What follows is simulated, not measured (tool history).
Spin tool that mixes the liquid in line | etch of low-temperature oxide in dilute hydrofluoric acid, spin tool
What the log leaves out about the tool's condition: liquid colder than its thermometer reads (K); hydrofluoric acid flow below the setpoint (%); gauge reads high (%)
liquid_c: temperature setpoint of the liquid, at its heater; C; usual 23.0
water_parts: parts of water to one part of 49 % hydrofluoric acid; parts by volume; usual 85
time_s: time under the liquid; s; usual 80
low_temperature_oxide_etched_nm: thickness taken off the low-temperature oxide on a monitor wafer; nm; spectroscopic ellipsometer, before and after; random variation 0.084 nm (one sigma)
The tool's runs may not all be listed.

| run | hour | liquid_c | water_parts | time_s | wafers since the last listed run | hours since the thermometer was replaced | hours since the hydrofluoric acid flow meter was replaced | hours since the gauge calibration | read-back film thickness of the low-temperature oxide reference wafer, read on the same gauge (nm) | low_temperature_oxide_etched_nm |
|---|---|---|---|---|---|---|---|---|---|---|
| 1 | 0.0 | 23.0 | 85 | 80 | 0 | 1174.6 | 2425.1 | 56.0 | 110.00 | 26.78 |
| 2 | 10.9 | 23.0 | 85 | 80 | 132 | 1185.5 | 2436.0 | 66.9 | 110.00 | 26.62 |
| 3 | 22.2 | 23.0 | 85 | 80 | 137 | 1196.8 | 2447.3 | 78.2 | 110.03 | 26.72 |
| 4 | 29.5 | 23.0 | 85 | 80 | 88 | 1204.1 | 2454.6 | 85.5 | 110.01 | 26.71 |
| 5 | 42.5 | 23.0 | 85 | 80 | 157 | 1217.1 | 2467.6 | 98.5 | 110.02 | 26.57 |
|  | 44.8 | gauge calibrated |
| 6 | 57.7 | 23.0 | 85 | 80 | 184 | 1232.3 | 2482.8 | 12.9 | 110.00 | 26.58 |
| 7 | 73.9 | 23.0 | 85 | 80 | 196 | 1248.5 | 2499.0 | 29.1 | 110.01 | 26.77 |

The next listed run, before its measurement:
| 8 | 85.9 | 18.5 | 125 | 35 | 145 | 1260.5 | 2511.0 | 41.1 | ? | ? |

Run 8 measured read-back film thickness of the low-temperature oxide reference wafer, read on the same gauge (nm) 110.01, low_temperature_oxide_etched_nm 6.31 nm.
With no hidden state in the tool, this same run would have given low_temperature_oxide_etched_nm 6.89 nm.

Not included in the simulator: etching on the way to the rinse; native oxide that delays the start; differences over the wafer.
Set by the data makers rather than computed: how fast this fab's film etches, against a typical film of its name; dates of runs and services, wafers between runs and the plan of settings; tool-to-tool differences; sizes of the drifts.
